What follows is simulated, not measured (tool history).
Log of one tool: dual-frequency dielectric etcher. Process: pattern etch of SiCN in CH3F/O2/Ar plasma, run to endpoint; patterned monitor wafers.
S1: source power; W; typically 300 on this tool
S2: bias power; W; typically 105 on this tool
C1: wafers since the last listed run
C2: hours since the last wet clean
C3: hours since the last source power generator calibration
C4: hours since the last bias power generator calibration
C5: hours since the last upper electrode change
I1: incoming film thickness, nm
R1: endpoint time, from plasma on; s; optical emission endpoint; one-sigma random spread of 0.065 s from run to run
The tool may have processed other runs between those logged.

run,hour,S1,S2,C1,C2,C3,C4,C5,I1,R1
1,0,240,105,0,248.8,3840,1164,2321.1,7.34,20.4
2,34,240,105,405,282.8,3874,1198,2355.1,7.25,20
3,86.6,240,105,627,335.4,3926.6,1250.6,2407.7,7.21,19.9
4,129.9,300,105,516,378.7,3969.9,1293.9,2451,7.3,17.7
5,190.5,300,105,722,439.3,4030.5,1354.5,2511.6,7.38,17.8
6,241.9,300,105,613,490.7,4081.9,1405.9,2563,7.34,17.6
# hour 282.8: wet clean of the chamber
# hour 312.7: bias power generator calibrated
7,313.2,300,105,516,30.4,4153.2,0.5,2634.3,7.21,17.7
# hour 354.9: source power generator calibrated
8,376.4,220,127,706,93.6,21.5,63.7,2697.5,7.36,20.3
9,405.6,300,122,348,122.8,50.7,92.9,2726.7,7.32,17
# hour 439.5: upper electrode replaced
10,453.7,300,86,287,170.9,98.8,141,14.2,7.26,18.8
11,491.3,350,121,448,208.5,136.4,178.6,51.8,7.23,15.4
12,528.5,300,105,443,245.7,173.6,215.8,89,7.33,17.8
13,567,300,129,459,284.2,212.1,254.3,127.5,7.3,16.4
14,607,300,105,477,324.2,252.1,294.3,167.5,7.27,17.5

Forecast each of these 4 alternatives for the next run:
A,607.4,300,105,4,324.6,252.5,294.7,167.9,7.26,?
B,607.4,240,118,4,324.6,252.5,294.7,167.9,7.26,?
C,607.4,320,123,4,324.6,252.5,294.7,167.9,7.26,?
D,607.4,300,123,4,324.6,252.5,294.7,167.9,7.26,?

run,R1
A,17.5
B,19.2
C,16
D,16.6
With no hidden state in the tool, these same runs would have given:
run,R1
A,17.8
B,19.5
C,16.3
D,16.9
